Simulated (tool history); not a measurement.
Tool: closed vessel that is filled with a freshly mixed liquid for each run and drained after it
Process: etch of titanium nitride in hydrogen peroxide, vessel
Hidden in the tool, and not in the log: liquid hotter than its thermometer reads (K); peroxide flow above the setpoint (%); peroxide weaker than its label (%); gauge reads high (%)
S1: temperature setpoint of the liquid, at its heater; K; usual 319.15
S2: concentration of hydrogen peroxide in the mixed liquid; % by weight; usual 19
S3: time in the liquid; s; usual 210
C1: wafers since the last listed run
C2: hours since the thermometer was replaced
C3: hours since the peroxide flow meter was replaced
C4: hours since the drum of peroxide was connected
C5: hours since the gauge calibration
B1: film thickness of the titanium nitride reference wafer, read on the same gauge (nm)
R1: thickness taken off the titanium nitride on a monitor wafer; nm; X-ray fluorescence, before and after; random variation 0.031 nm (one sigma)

Run 1, hour 0: usual settings; C1 0; C2 31.7; C3 50.6; C4 1429.1; C5 477.7; B1 130.02. Result: R1 5.56 nm.
Run 2, hour 6.2: usual settings; C1 460; C2 37.9; C3 56.8; C4 1435.3; C5 483.9; B1 129.98. Result: R1 5.56 nm.
Run 3, hour 14.5: usual settings; C1 616; C2 46.2; C3 65.1; C4 1443.6; C5 492.2; B1 129.96. Result: R1 5.59 nm.
Run 4, hour 21.1: usual settings but S1 325.15 K; C1 489; C2 52.8; C3 71.7; C4 1450.2; C5 498.8; B1 130. Result: R1 8.68 nm.
Run 5, hour 31.1: usual settings; C1 742; C2 62.8; C3 81.7; C4 1460.2; C5 508.8; B1 130.03. Result: R1 5.6 nm.
Run 6, hour 48.9: usual settings but S1 313.65 K; C1 1321; C2 80.6; C3 99.5; C4 1478; C5 526.6; B1 129.97. Result: R1 3.73 nm.
Run 7, hour 64.7: usual settings; C1 1172; C2 96.4; C3 115.3; C4 1493.8; C5 542.4; B1 129.99. Result: R1 5.58 nm.
Run 8, hour 74.2: usual settings; C1 705; C2 105.9; C3 124.8; C4 1503.3; C5 551.9; B1 130.02. Result: R1 5.58 nm.
Run 9, hour 84.4: usual settings; C1 757; C2 116.1; C3 135; C4 1513.5; C5 562.1; B1 130.02. Result: R1 5.61 nm.
At hour 93.7: new drum of peroxide connected.
Run 10, hour 102.2: usual settings but S1 311.15 K; C1 1246; C2 133.9; C3 152.8; C4 8.5; C5 579.9; B1 130.03. Result: R1 3.06 nm.
Run 11, hour 112.8: usual settings but S1 312.65 K, S2 14 % by weight, S3 100 s; C1 786; C2 144.5; C3 163.4; C4 19.1; C5 590.5; B1 130. Result: R1 1.52 nm.
Run 12, hour 125.4: usual settings but S2 24 % by weight, S3 170 s; C1 935; C2 157.1; C3 176; C4 31.7; C5 603.1; B1 129.99. Result: R1 4.77 nm.
Run 13, hour 141.8: usual settings but S1 310.15 K, S3 285 s; C1 1217; C2 173.5; C3 192.4; C4 48.1; C5 619.5; B1 130.01. Result: R1 3.8 nm.
Run 14, hour 150.2: usual settings but S1 322.65 K, S2 13.5 % by weight, S3 275 s; C1 623; C2 181.9; C3 200.8; C4 56.5; C5 627.9; B1 130.04. Result: R1 8.81 nm.
At hour 163.9: gauge calibrated.
Run 15, hour 167: usual settings; C1 1246; C2 198.7; C3 217.6; C4 73.3; C5 3.1; B1 130. Result: R1 5.62 nm.
Run 16, hour 180.9: usual settings but S3 335 s; C1 1031; C2 212.6; C3 231.5; C4 87.2; C5 17; B1 130.03. Result: R1 8.86 nm.
Run 17, hour 194.7: usual settings but S1 329.15 K; C1 1024; C2 226.4; C3 245.3; C4 101; C5 30.8; B1 129.98. Result: R1 11.49 nm.
Run 18, hour 212.5: usual settings but S2 15 % by weight; C1 1321; C2 244.2; C3 263.1; C4 118.8; C5 48.6; B1 129.99. Result: R1 5.33 nm.
Run 19, hour 221.4: usual settings but S3 335 s; C1 660; C2 253.1; C3 272; C4 127.7; C5 57.5; B1 130. Result: R1 8.8 nm.
Run 20, hour 227.5: usual settings; C1 452; C2 259.2; C3 278.1; C4 133.8; C5 63.6; B1 129.96. Result: R1 5.63 nm.
Run 21, hour 239.6: usual settings but S1 310.65 K, S2 15 % by weight; C1 898; C2 271.3; C3 290.2; C4 145.9; C5 75.7; B1 129.98. Result: R1 2.79 nm.
Run 22, hour 279: usual settings; C1 2924; C2 310.7; C3 329.6; C4 185.3; C5 115.1; B1 130. Result: R1 5.55 nm.
Run 23, hour 294.4: usual settings; C1 1142; C2 326.1; C3 345; C4 200.7; C5 130.5; B1 130.02. Result: R1 5.58 nm.
Run 24, hour 308.7: usual settings but S1 322.65 K, S2 14 % by weight; C1 1061; C2 340.4; C3 359.3; C4 215; C5 144.8; B1 130. Result: R1 6.75 nm.
Run 25, hour 320.2: usual settings but S1 313.15 K, S2 15.5 % by weight, S3 250 s; C1 853; C2 351.9; C3 370.8; C4 226.5; C5 156.3; B1 129.96. Result: R1 4.04 nm.
Run 26, hour 338: usual settings but S1 328.65 K, S2 23 % by weight, S3 140 s; C1 1321; C2 369.7; C3 388.6; C4 244.3; C5 174.1; B1 130. Result: R1 7.75 nm.
Run 27, hour 348.5: usual settings but S1 310.65 K, S3 260 s; C1 779; C2 380.2; C3 399.1; C4 254.8; C5 184.6; B1 130.01. Result: R1 3.63 nm.
Run 28, hour 355.8: usual settings; C1 541; C2 387.5; C3 406.4; C4 262.1; C5 191.9; B1 130. Result: R1 5.59 nm.
Run 29, hour 370.3: usual settings but S1 310.65 K, S2 15.5 % by weight, S3 140 s; C1 1076; C2 402; C3 420.9; C4 276.6; C5 206.4; B1 130. Result: R1 1.86 nm.
Run 30, hour 387.9: usual settings but S1 314.65 K, S2 15 % by weight, S3 310 s; C1 1306; C2 419.6; C3 438.5; C4 294.2; C5 224; B1 130.02. Result: R1 5.65 nm.

What the log doesn't show, run by run:
liquid hotter than its thermometer reads (K): 0 in every run
peroxide flow above the setpoint (%): 0 in every run
peroxide weaker than its label (%): 0 in every run
gauge reads high (%): 0 in every run

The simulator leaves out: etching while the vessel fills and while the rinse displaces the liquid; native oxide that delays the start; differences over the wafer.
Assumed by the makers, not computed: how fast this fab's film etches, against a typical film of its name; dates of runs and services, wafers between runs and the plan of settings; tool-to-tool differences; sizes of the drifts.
